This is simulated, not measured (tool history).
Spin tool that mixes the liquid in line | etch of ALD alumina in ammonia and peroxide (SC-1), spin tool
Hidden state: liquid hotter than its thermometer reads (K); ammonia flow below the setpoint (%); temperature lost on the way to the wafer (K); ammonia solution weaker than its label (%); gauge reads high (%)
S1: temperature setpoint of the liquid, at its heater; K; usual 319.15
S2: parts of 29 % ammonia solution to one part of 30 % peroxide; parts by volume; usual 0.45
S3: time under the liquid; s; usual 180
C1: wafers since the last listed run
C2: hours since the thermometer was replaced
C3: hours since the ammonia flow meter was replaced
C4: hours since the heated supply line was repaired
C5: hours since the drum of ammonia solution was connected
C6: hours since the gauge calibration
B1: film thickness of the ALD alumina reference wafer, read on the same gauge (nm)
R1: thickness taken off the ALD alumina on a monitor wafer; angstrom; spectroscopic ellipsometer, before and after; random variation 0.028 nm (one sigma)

run	hour	S1	S2	S3	C1	C2	C3	C4	C5	C6	B1	R1
1	0	319.15	0.5	180	0	529.6	225.6	2049.1	471.8	282	130	64.6
# hour 58.7: new drum of ammonia solution connected
2	60.7	319.15	0.5	180	532	590.3	286.3	2109.8	2	342.7	130.03	65.1
3	144	319.15	0.45	180	742	673.6	369.6	2193.1	85.3	426	129.97	64.6
4	181.8	319.15	0.45	250	337	711.4	407.4	2230.9	123.1	463.8	129.98	89.6
# hour 210.2: thermometer replaced
5	249.5	319.15	0.45	250	594	39.3	475.1	2298.6	190.8	531.5	130.03	91.7
# hour 264.4: ammonia flow meter replaced
6	305.6	319.15	0.35	180	491	95.4	41.2	2354.7	246.9	587.6	130.02	64.5
7	411.4	324.65	0.4	180	943	201.2	147	2460.5	352.7	693.4	130.01	89
8	477.2	325.15	0.4	220	586	267	212.8	2526.3	418.5	759.2	130	113.2
# hour 528.1: new drum of ammonia solution connected
9	567.9	319.15	0.25	150	799	357.7	303.5	2617	39.8	849.9	129.98	52.9
10	604.6	319.15	0.35	240	327	394.4	340.2	2653.7	76.5	886.6	129.98	87.2
# hour 635.4: thermometer replaced, repeated, since the last time left the tool worse
11	661.5	319.15	0.45	180	498	26.1	397.1	2710.6	133.4	943.5	129.98	62.5
12	728.9	322.15	0.3	180	601	93.5	464.5	2778	200.8	1010.9	130.02	71.5
# hour 747.2: heated supply line repaired
# hour 752.7: ammonia flow meter replaced
13	767.5	319.15	0.45	115	326	132.1	14.8	20.3	239.4	1049.5	129.99	39.9
14	813	319.15	0.35	140	405	177.6	60.3	65.8	284.9	1095	130.01	47.3
15	909.3	319.15	0.45	180	858	273.9	156.6	162.1	381.2	1191.3	130.03	63.4
16	957.1	326.65	0.45	270	426	321.7	204.4	209.9	429	1239.1	130	142.1
17	1016.6	319.15	0.45	180	530	381.2	263.9	269.4	488.5	1298.6	129.98	63.1
# hour 1039.2: new drum of ammonia solution connected
# hour 1095: gauge calibrated
18	1116.7	319.15	0.3	245	883	481.3	364	369.5	77.5	21.7	130	83
# hour 1170.6: ammonia flow meter replaced
19	1192.9	319.15	0.45	180	670	557.5	22.3	445.7	153.7	97.9	130	64
20	1233.1	322.15	0.45	180	358	597.7	62.5	485.9	193.9	138.1	130.03	75.3
21	1312.6	319.15	0.45	280	708	677.2	142	565.4	273.4	217.6	129.97	99.4
22	1384.1	327.65	0.6	180	637	748.7	213.5	636.9	344.9	289.1	129.94	105.7
# hour 1403: thermometer replaced
23	1420.7	313.65	0.3	180	317	17.7	250.1	673.5	381.5	325.7	129.99	44
24	1485.9	326.15	0.45	120	581	82.9	315.3	738.7	446.7	390.9	129.99	61.6
# hour 1500.3: new drum of ammonia solution connected
25	1605.2	319.15	0.45	250	1054	202.2	434.6	858	104.9	510.2	130.05	87.7

Forecast each of these 4 alternatives for the next run:
A	1605.7	312.15	0.45	180	4	202.7	435.1	858.5	105.4	510.7	?	?
B	1605.7	319.15	0.3	145	4	202.7	435.1	858.5	105.4	510.7	?	?
C	1605.7	319.15	0.35	125	4	202.7	435.1	858.5	105.4	510.7	?	?
D	1605.7	328.65	0.25	125	4	202.7	435.1	858.5	105.4	510.7	?	?

run	B1	R1
A	129.98	42.4
B	129.98	49.3
C	129.98	43.2
D	129.98	70.3
Without the tool's hidden state the same runs would have given:
run	R1
A	42
B	48.8
C	42.7
D	69.6
